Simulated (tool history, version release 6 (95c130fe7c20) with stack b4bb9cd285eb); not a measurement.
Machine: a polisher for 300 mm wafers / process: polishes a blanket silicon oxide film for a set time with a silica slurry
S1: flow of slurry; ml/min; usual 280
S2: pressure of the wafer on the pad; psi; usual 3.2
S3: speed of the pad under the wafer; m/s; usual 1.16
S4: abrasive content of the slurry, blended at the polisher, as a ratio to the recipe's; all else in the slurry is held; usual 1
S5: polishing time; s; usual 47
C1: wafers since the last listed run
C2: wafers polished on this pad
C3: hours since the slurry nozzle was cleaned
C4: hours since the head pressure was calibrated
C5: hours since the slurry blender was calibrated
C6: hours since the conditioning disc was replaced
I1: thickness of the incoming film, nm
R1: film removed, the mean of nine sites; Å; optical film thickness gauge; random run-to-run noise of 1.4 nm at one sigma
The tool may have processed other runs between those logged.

Run 1, hour 0: usual settings but S3 1.48 m/s; C1 0; C2 820; C3 427.4; C4 330.5; C5 289.5; C6 150; I1 1275.8. Result: R1 1415 Å.
At hour 1.3: conditioning disc replaced and pad reconditioned.
Run 2, hour 42: usual settings but S4 0.8; C1 573; C2 1394; C3 469.4; C4 372.5; C5 331.5; C6 40.7; I1 1275.4. Result: R1 1198 Å.
At hour 49.8: slurry nozzle cleaned.
At hour 88: slurry blender recalibrated.
Run 3, hour 93.4: usual settings but S4 0.8; C1 683; C2 2077; C3 43.6; C4 423.9; C5 5.4; C6 92.1; I1 1247.9. Result: R1 1149 Å.
At hour 106.1: worn pad replaced by a new one.
Run 4, hour 123.7: usual settings; C1 371; C2 248; C3 73.9; C4 454.2; C5 35.7; C6 122.4; I1 1294.4. Result: R1 1241 Å.
At hour 132.4: head pressure recalibrated.
At hour 189.7: conditioning disc replaced and pad reconditioned.
Run 5, hour 239.4: usual settings; C1 1577; C2 1825; C3 189.6; C4 107; C5 151.4; C6 49.7; I1 1260.6. Result: R1 1318 Å.
Run 6, hour 283.6: usual settings; C1 624; C2 2450; C3 233.8; C4 151.2; C5 195.6; C6 93.9; I1 1258.7. Result: R1 1265 Å.
At hour 298.3: worn pad replaced by a new one.
Run 7, hour 331.1: usual settings but S5 54 s; C1 614; C2 463; C3 281.3; C4 198.7; C5 243.1; C6 141.4; I1 1274.8. Result: R1 1407 Å.
Run 8, hour 368.8: usual settings but S5 54 s; C1 532; C2 995; C3 319; C4 236.4; C5 280.8; C6 179.1; I1 1274.9. Result: R1 1355 Å.
At hour 383.2: conditioning disc replaced and pad reconditioned.
Run 9, hour 403.5: usual settings but S5 54 s; C1 461; C2 1457; C3 353.7; C4 271.1; C5 315.5; C6 20.3; I1 1296.3. Result: R1 1491 Å.
Run 10, hour 430.8: usual settings but S1 305 ml/min, S2 2.3 psi; C1 385; C2 1842; C3 381; C4 298.4; C5 342.8; C6 47.6; I1 1276.3. Result: R1 978 Å.
At hour 442.7: worn pad replaced by a new one.
Run 11, hour 485.5: usual settings but S3 0.78 m/s, S4 1.1; C1 715; C2 604; C3 435.7; C4 353.1; C5 397.5; C6 102.3; I1 1275.8. Result: R1 906 Å.
At hour 495.5: slurry blender recalibrated.
At hour 533.6: slurry nozzle cleaned.
At hour 541: conditioning disc replaced and pad reconditioned.
Run 12, hour 548.5: usual settings but S2 2.3 psi, S3 1.42 m/s, S4 1.3, S5 56 s; C1 818; C2 1423; C3 14.9; C4 416.1; C5 53; C6 7.5; I1 1269.2. Result: R1 1457 Å.
Run 13, hour 580.6: usual settings but S2 4.1 psi, S3 1.4 m/s, S4 0.8, S5 61 s; C1 453; C2 1876; C3 47; C4 448.2; C5 85.1; C6 39.6; I1 1277.5. Result: R1 2034 Å.
At hour 590: head pressure recalibrated.
At hour 598.7: worn pad replaced by a new one.
Run 14, hour 630.3: usual settings; C1 616; C2 445; C3 96.7; C4 40.3; C5 134.8; C6 89.3; I1 1253.6. Result: R1 1348 Å.
Run 15, hour 654.6: usual settings but S1 360 ml/min, S2 3.9 psi, S4 0.85; C1 343; C2 788; C3 121; C4 64.6; C5 159.1; C6 113.6; I1 1246.7. Result: R1 1431 Å.
Run 16, hour 688: usual settings; C1 471; C2 1260; C3 154.4; C4 98; C5 192.5; C6 147; I1 1261.9. Result: R1 1249 Å.
At hour 722.5: conditioning disc replaced and pad reconditioned.
Run 17, hour 726.9: usual settings; C1 520; C2 1781; C3 193.3; C4 136.9; C5 231.4; C6 4.4; I1 1288.6. Result: R1 1405 Å.
At hour 757.9: worn pad replaced by a new one.
Run 18, hour 793.3: usual settings but S1 360 ml/min, S2 4 psi, S3 1.36 m/s, S4 0.75; C1 880; C2 500; C3 259.7; C4 203.3; C5 297.8; C6 70.8; I1 1277.8. Result: R1 1656 Å.
Run 19, hour 841.9: usual settings but S2 3.9 psi, S3 1.48 m/s; C1 686; C2 1186; C3 308.3; C4 251.9; C5 346.4; C6 119.4; I1 1279.3. Result: R1 1759 Å.

Subtracting, for every run, the result it would have given without the tool's unlogged condition from the measured result gives the following. The same run-to-run variation enters both numbers; the gauge's scatter may not:
The hidden state here: removal rate lost through wear of the pad, %; slurry flow missing at the pad, %; deviation of the head's pressure from its setpoint, %; abrasive missing from the slurry, %; time polished since the conditioner stopped cutting, s.
run    R1
  1  -335
  2  -127
  3  -180
  4  -231
  5  -124
  6  -174
  7  -258
  8  -297
  9  -165
 10  -128
 11  -154
 12  -227
 13  -433
 14  -119
 15  -182
 16  -176
 17   -42
 18  -193
 19  -322
